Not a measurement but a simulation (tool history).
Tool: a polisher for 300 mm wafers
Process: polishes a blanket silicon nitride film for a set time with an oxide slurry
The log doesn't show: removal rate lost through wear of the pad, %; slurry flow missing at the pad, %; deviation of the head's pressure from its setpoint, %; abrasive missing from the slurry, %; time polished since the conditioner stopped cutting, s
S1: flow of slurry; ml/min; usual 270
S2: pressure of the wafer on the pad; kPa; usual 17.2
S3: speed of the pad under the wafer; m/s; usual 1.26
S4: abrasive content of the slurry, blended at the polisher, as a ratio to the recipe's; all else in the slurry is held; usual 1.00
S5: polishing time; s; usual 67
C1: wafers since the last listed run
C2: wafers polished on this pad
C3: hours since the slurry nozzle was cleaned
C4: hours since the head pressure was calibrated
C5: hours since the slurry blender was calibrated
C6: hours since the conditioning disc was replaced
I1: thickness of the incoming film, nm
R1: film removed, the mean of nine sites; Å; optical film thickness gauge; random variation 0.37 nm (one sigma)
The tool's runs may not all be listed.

| run | day | S1 | S2 | S3 | S4 | S5 | C1 | C2 | C3 | C4 | C5 | C6 | I1 | R1 |
|---|---|---|---|---|---|---|---|---|---|---|---|---|---|---|
| 1 | 0.000 | 270 | 17.2 | 1.26 | 1.00 | 67 | 0 | 2368 | 719.4 | 153.4 | 87.4 | 253.0 | 257.1 | 301 |
|  | 0.221 | worn pad replaced by a new one |
| 2 | 1.762 | 270 | 17.2 | 1.26 | 1.00 | 67 | 278 | 268 | 761.7 | 195.7 | 129.7 | 295.3 | 256.8 | 295 |
| 3 | 3.904 | 270 | 17.2 | 1.26 | 0.85 | 67 | 373 | 641 | 813.1 | 247.1 | 181.1 | 346.7 | 261.8 | 281 |
|  | 5.012 | slurry nozzle cleaned |
| 4 | 6.950 | 270 | 17.2 | 1.26 | 0.85 | 67 | 523 | 1164 | 46.5 | 320.2 | 254.2 | 419.8 | 261.0 | 309 |
|  | 8.475 | conditioning disc replaced and pad reconditioned |
| 5 | 10.542 | 270 | 20.7 | 1.26 | 1.00 | 67 | 611 | 1776 | 132.7 | 406.4 | 340.4 | 49.6 | 261.4 | 390 |
|  | 10.688 | slurry blender recalibrated |
| 6 | 12.075 | 270 | 20.7 | 1.26 | 1.00 | 67 | 252 | 2028 | 169.5 | 443.2 | 33.3 | 86.4 | 258.9 | 373 |
| 7 | 14.308 | 270 | 20.7 | 1.26 | 1.00 | 67 | 389 | 2417 | 223.1 | 496.8 | 86.9 | 140.0 | 255.2 | 377 |
|  | 14.462 | head pressure recalibrated |
|  | 16.125 | worn pad replaced by a new one |
| 8 | 18.438 | 270 | 17.2 | 1.26 | 1.00 | 67 | 675 | 403 | 322.2 | 95.4 | 186.0 | 239.1 | 260.7 | 316 |
| 9 | 20.062 | 270 | 17.2 | 1.26 | 1.00 | 67 | 283 | 686 | 361.2 | 134.4 | 225.0 | 278.1 | 261.6 | 316 |
| 10 | 22.917 | 270 | 17.2 | 1.26 | 1.00 | 67 | 497 | 1183 | 429.7 | 202.9 | 293.5 | 346.6 | 262.5 | 318 |
| 11 | 24.817 | 270 | 17.2 | 1.26 | 1.00 | 67 | 331 | 1514 | 475.3 | 248.5 | 339.1 | 392.2 | 259.2 | 313 |
|  | 25.538 | conditioning disc replaced and pad reconditioned |
|  | 26.908 | slurry blender recalibrated |
| 12 | 27.350 | 220 | 17.2 | 1.54 | 0.70 | 75 | 412 | 1926 | 536.1 | 309.3 | 10.6 | 43.5 | 255.6 | 333 |
|  | 29.000 | worn pad replaced by a new one |
| 13 | 29.588 | 270 | 17.2 | 1.00 | 1.00 | 67 | 360 | 102 | 589.8 | 363.0 | 64.3 | 97.2 | 256.8 | 276 |
| 14 | 32.600 | 270 | 17.2 | 1.26 | 1.00 | 67 | 524 | 627 | 662.1 | 435.3 | 136.6 | 169.5 | 263.4 | 306 |
|  | 34.925 | slurry nozzle cleaned |
|  | 34.925 | head pressure recalibrated |
| 15 | 39.967 | 270 | 13.1 | 1.26 | 1.00 | 67 | 1268 | 1895 | 121.0 | 121.0 | 313.4 | 346.3 | 260.8 | 243 |
| 16 | 43.433 | 270 | 17.2 | 1.02 | 1.25 | 67 | 603 | 2499 | 204.2 | 204.2 | 396.6 | 429.5 | 260.5 | 303 |
|  | 43.675 | slurry blender recalibrated |
|  | 43.929 | conditioning disc replaced and pad reconditioned |
|  | 44.254 | worn pad replaced by a new one |
| 17 | 46.442 | 270 | 11.7 | 1.26 | 1.10 | 67 | 466 | 381 | 276.4 | 276.4 | 66.4 | 60.3 | 259.6 | 220 |
| 18 | 49.942 | 270 | 17.2 | 1.26 | 1.00 | 67 | 609 | 991 | 360.4 | 360.4 | 150.4 | 144.3 | 260.5 | 319 |
| 19 | 53.871 | 270 | 17.2 | 1.26 | 0.85 | 67 | 684 | 1675 | 454.7 | 454.7 | 244.7 | 238.6 | 254.7 | 296 |
| 20 | 56.496 | 295 | 17.2 | 1.38 | 1.00 | 54 | 457 | 2132 | 517.7 | 517.7 | 307.7 | 301.6 | 262.3 | 267 |
|  | 58.067 | head pressure recalibrated |
|  | 58.088 | slurry blender recalibrated |
|  | 59.067 | worn pad replaced by a new one |
|  | 62.825 | conditioning disc replaced and pad reconditioned |
| 21 | 66.775 | 225 | 17.2 | 1.56 | 0.70 | 82 | 1729 | 1328 | 764.4 | 209.0 | 208.5 | 94.8 | 257.6 | 359 |
|  | 67.358 | slurry nozzle cleaned |
| 22 | 71.092 | 270 | 20.0 | 1.44 | 1.15 | 84 | 744 | 2073 | 89.6 | 312.6 | 312.1 | 198.4 | 257.0 | 517 |
|  | 71.396 | slurry blender recalibrated |
| 23 | 73.708 | 310 | 17.2 | 1.66 | 0.85 | 67 | 441 | 2514 | 152.4 | 375.4 | 55.5 | 261.2 | 257.3 | 356 |

4 ways to go on from here, each from the tool as it stands after run 23. What would each give?
| A | 73.725 | 270 | 17.2 | 0.88 | 1.00 | 67 | 2 | 2517 | 152.8 | 375.8 | 55.9 | 261.6 | 257.8 | ? |
| B | 73.725 | 270 | 17.2 | 1.26 | 1.00 | 55 | 2 | 2517 | 152.8 | 375.8 | 55.9 | 261.6 | 257.8 | ? |
| C | 73.725 | 270 | 22.1 | 1.26 | 1.00 | 80 | 2 | 2517 | 152.8 | 375.8 | 55.9 | 261.6 | 257.8 | ? |
| D | 73.725 | 270 | 17.2 | 1.12 | 1.25 | 50 | 2 | 2517 | 152.8 | 375.8 | 55.9 | 261.6 | 257.8 | ? |

| run | R1 |
|---|---|
| A | 271 |
| B | 261 |
| C | 485 |
| D | 241 |
Without the tool's hidden state the same runs would have given:
| run | R1 |
|---|---|
| A | 272 |
| B | 262 |
| C | 487 |
| D | 241 |
